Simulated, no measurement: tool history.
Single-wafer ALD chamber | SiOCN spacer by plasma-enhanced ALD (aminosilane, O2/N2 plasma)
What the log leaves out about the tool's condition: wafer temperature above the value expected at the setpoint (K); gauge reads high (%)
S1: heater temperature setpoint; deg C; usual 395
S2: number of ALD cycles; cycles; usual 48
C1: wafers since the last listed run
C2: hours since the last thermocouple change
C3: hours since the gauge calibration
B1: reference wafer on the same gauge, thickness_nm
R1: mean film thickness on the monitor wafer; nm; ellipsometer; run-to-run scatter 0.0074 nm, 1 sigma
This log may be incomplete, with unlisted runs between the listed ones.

Run 1, hour 0.0: usual settings but S2 54 cycles; C1 0; C2 1994.1; C3 313.1; B1 2.469. Result: R1 3.348 nm.
Run 2, hour 7.7: usual settings but S2 54 cycles; C1 37; C2 2001.8; C3 320.8; B1 2.470. Result: R1 3.361 nm.
Run 3, hour 17.4: usual settings; C1 47; C2 2011.5; C3 330.5; B1 2.471. Result: R1 2.989 nm.
At hour 26.0: gauge calibrated.
Run 4, hour 28.7: usual settings; C1 54; C2 2022.8; C3 2.7; B1 2.437. Result: R1 2.939 nm.
Run 5, hour 41.4: usual settings; C1 61; C2 2035.5; C3 15.4; B1 2.444. Result: R1 2.961 nm.
Run 6, hour 55.1: usual settings; C1 66; C2 2049.2; C3 29.1; B1 2.444. Result: R1 2.963 nm.
Run 7, hour 62.5: usual settings; C1 35; C2 2056.6; C3 36.5; B1 2.447. Result: R1 2.963 nm.
Run 8, hour 70.4: usual settings; C1 38; C2 2064.5; C3 44.4; B1 2.449. Result: R1 2.959 nm.
Run 9, hour 82.8: usual settings; C1 60; C2 2076.9; C3 56.8; B1 2.454. Result: R1 2.958 nm.
Run 10, hour 95.0: usual settings; C1 59; C2 2089.1; C3 69.0; B1 2.452. Result: R1 2.956 nm.
Run 11, hour 108.2: usual settings; C1 63; C2 2102.3; C3 82.2; B1 2.456. Result: R1 2.955 nm.
Run 12, hour 150.4: usual settings; C1 204; C2 2144.5; C3 124.4; B1 2.457. Result: R1 2.983 nm.
Run 13, hour 165.0: usual settings; C1 70; C2 2159.1; C3 139.0; B1 2.461. Result: R1 2.977 nm.
Run 14, hour 176.5: usual settings; C1 55; C2 2170.6; C3 150.5; B1 2.463. Result: R1 2.968 nm.
Run 15, hour 185.8: usual settings; C1 45; C2 2179.9; C3 159.8; B1 2.465. Result: R1 2.965 nm.
Run 16, hour 238.3: usual settings; C1 254; C2 2232.4; C3 212.3; B1 2.464. Result: R1 2.981 nm.
Run 17, hour 250.6: usual settings but S1 388 deg C; C1 59; C2 2244.7; C3 224.6; B1 2.463. Result: R1 2.981 nm.
Run 18, hour 273.2: usual settings but S1 388 deg C; C1 109; C2 2267.3; C3 247.2; B1 2.467. Result: R1 2.978 nm.
Run 19, hour 288.1: usual settings; C1 72; C2 2282.2; C3 262.1; B1 2.466. Result: R1 2.976 nm.
Run 20, hour 299.7: usual settings but S1 382 deg C; C1 56; C2 2293.8; C3 273.7; B1 2.469. Result: R1 2.981 nm.
Run 21, hour 315.8: usual settings; C1 78; C2 2309.9; C3 289.8; B1 2.469. Result: R1 2.985 nm.
Run 22, hour 333.3: usual settings; C1 84; C2 2327.4; C3 307.3; B1 2.470. Result: R1 2.978 nm.
Run 23, hour 339.9: usual settings but S1 405 deg C, S2 53 cycles; C1 31; C2 2334.0; C3 313.9; B1 2.468. Result: R1 3.219 nm.
At hour 354.0: gauge calibrated.
Run 24, hour 357.1: usual settings but S1 391 deg C, S2 51 cycles; C1 83; C2 2351.2; C3 3.1; B1 2.450. Result: R1 3.136 nm.
Run 25, hour 371.8: usual settings but S1 381 deg C, S2 53 cycles; C1 71; C2 2365.9; C3 17.8; B1 2.454. Result: R1 3.275 nm.
At hour 386.6: thermocouple changed; heater temperature recalibrated.
Run 26, hour 387.1: usual settings but S1 389 deg C; C1 35; C2 0.5; C3 33.1; B1 2.454. Result: R1 2.968 nm.
Run 27, hour 394.4: usual settings but S1 406 deg C, S2 51 cycles; C1 35; C2 7.8; C3 40.4; B1 2.457. Result: R1 3.086 nm.
Run 28, hour 406.7: usual settings but S1 380 deg C, S2 45 cycles; C1 59; C2 20.1; C3 52.7; B1 2.458. Result: R1 2.768 nm.
Run 29, hour 422.0: usual settings but S2 57 cycles; C1 74; C2 35.4; C3 68.0; B1 2.463. Result: R1 3.531 nm.
Run 30, hour 435.0: usual settings; C1 62; C2 48.4; C3 81.0; B1 2.464. Result: R1 2.971 nm.
Run 31, hour 444.9: usual settings but S1 408 deg C, S2 51 cycles; C1 47; C2 58.3; C3 90.9; B1 2.467. Result: R1 3.075 nm.
Run 32, hour 462.0: usual settings; C1 82; C2 75.4; C3 108.0; B1 2.470. Result: R1 2.981 nm.
Run 33, hour 477.5: usual settings but S1 400 deg C, S2 43 cycles; C1 75; C2 90.9; C3 123.5; B1 2.470. Result: R1 2.664 nm.
Run 34, hour 493.4: usual settings but S1 387 deg C, S2 42 cycles; C1 77; C2 106.8; C3 139.4; B1 2.470. Result: R1 2.616 nm.
Run 35, hour 499.9: usual settings but S1 400 deg C, S2 53 cycles; C1 31; C2 113.3; C3 145.9; B1 2.471. Result: R1 3.300 nm.
Run 36, hour 514.2: usual settings but S1 409 deg C, S2 56 cycles; C1 69; C2 127.6; C3 160.2; B1 2.472. Result: R1 3.355 nm.
Run 37, hour 523.5: usual settings but S1 391 deg C, S2 52 cycles; C1 45; C2 136.9; C3 169.5; B1 2.473. Result: R1 3.245 nm.
Run 38, hour 536.3: usual settings but S1 403 deg C, S2 56 cycles; C1 62; C2 149.7; C3 182.3; B1 2.473. Result: R1 3.452 nm.
Run 39, hour 543.8: usual settings but S1 380 deg C, S2 55 cycles; C1 36; C2 157.2; C3 189.8; B1 2.477. Result: R1 3.426 nm.

5 options for the next run, each taken on its own from the tool as it stands now. Forecast them:
Run A, hour 544.3: usual settings; C1 2; C2 157.7; C3 190.3; B1 ?. Result: R1 ?.
Run B, hour 544.3: usual settings but S1 387 deg C, S2 57 cycles; C1 2; C2 157.7; C3 190.3; B1 ?. Result: R1 ?.
Run C, hour 544.3: usual settings but S2 51 cycles; C1 2; C2 157.7; C3 190.3; B1 ?. Result: R1 ?.
Run D, hour 544.3: usual settings but S1 386 deg C, S2 53 cycles; C1 2; C2 157.7; C3 190.3; B1 ?. Result: R1 ?.
Run E, hour 544.3: usual settings but S1 386 deg C, S2 45 cycles; C1 2; C2 157.7; C3 190.3; B1 ?. Result: R1 ?.

run     B1     R1
  A  2.476  2.978
  B  2.476  3.537
  C  2.476  3.165
  D  2.476  3.289
  E  2.476  2.792
Without the tool's unlogged condition, the same runs would have read:
run     R1
  A  2.937
  B  3.487
  C  3.120
  D  3.242
  E  2.753

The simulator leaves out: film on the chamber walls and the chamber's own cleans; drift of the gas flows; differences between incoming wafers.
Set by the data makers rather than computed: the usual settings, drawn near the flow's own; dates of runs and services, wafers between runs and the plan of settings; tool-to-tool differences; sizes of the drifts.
